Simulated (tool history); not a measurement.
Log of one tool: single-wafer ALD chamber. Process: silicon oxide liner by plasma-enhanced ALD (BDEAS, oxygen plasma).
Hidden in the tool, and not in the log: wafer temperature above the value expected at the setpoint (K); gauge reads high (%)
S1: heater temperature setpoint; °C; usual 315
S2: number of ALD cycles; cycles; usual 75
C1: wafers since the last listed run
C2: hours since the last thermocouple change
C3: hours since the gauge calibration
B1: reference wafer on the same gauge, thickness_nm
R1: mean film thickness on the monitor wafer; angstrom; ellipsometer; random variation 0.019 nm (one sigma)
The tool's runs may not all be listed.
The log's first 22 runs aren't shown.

run	hour	S1	S2	C1	C2	C3	B1	R1
23	509.9	315	75	77	578.7	443.9	8.514	75.49
24	543.6	322	65	98	612.4	477.6	8.509	64.73
25	574.7	315	75	91	643.5	508.7	8.508	75.80
26	601.5	315	75	78	670.3	535.5	8.510	75.28
27	633.3	315	75	93	702.1	567.3	8.507	75.39
28	668.1	302	69	102	736.9	602.1	8.500	70.48
29	735.4	327	66	197	804.2	669.4	8.508	65.47
30	750.3	301	62	43	819.1	684.3	8.512	63.14
# hour 809.5: thermocouple changed; heater temperature recalibrated
31	816.0	315	75	169	6.5	750.0	8.513	75.38
# hour 818.3: gauge calibrated
32	835.5	315	75	57	26.0	17.2	8.508	75.42
33	854.5	330	80	55	45.0	36.2	8.511	78.51
34	878.8	324	63	71	69.3	60.5	8.501	62.56
35	905.0	324	86	76	95.5	86.7	8.514	85.09
36	937.5	330	79	95	128.0	119.2	8.507	77.61
37	968.5	315	75	90	159.0	150.2	8.517	75.49
38	987.3	315	67	55	177.8	169.0	8.499	67.40
39	1016.4	326	86	85	206.9	198.1	8.499	85.50
40	1046.2	315	82	87	236.7	227.9	8.506	82.67
41	1071.2	302	75	73	261.7	252.9	8.508	76.53
42	1105.7	315	75	101	296.2	287.4	8.507	75.43

Forecast each of these 5 alternatives for the next run:
A	1106.2	315	75	1	296.7	287.9	?	?
B	1106.2	319	82	1	296.7	287.9	?	?
C	1106.2	315	90	1	296.7	287.9	?	?
D	1106.2	315	70	1	296.7	287.9	?	?
E	1106.2	309	90	1	296.7	287.9	?	?

run	B1	R1
A	8.505	75.55
B	8.505	82.18
C	8.505	90.66
D	8.505	70.51
E	8.505	91.34
Without the tool's hidden state the same runs would have given:
run	R1
A	75.55
B	82.18
C	90.66
D	70.51
E	91.34
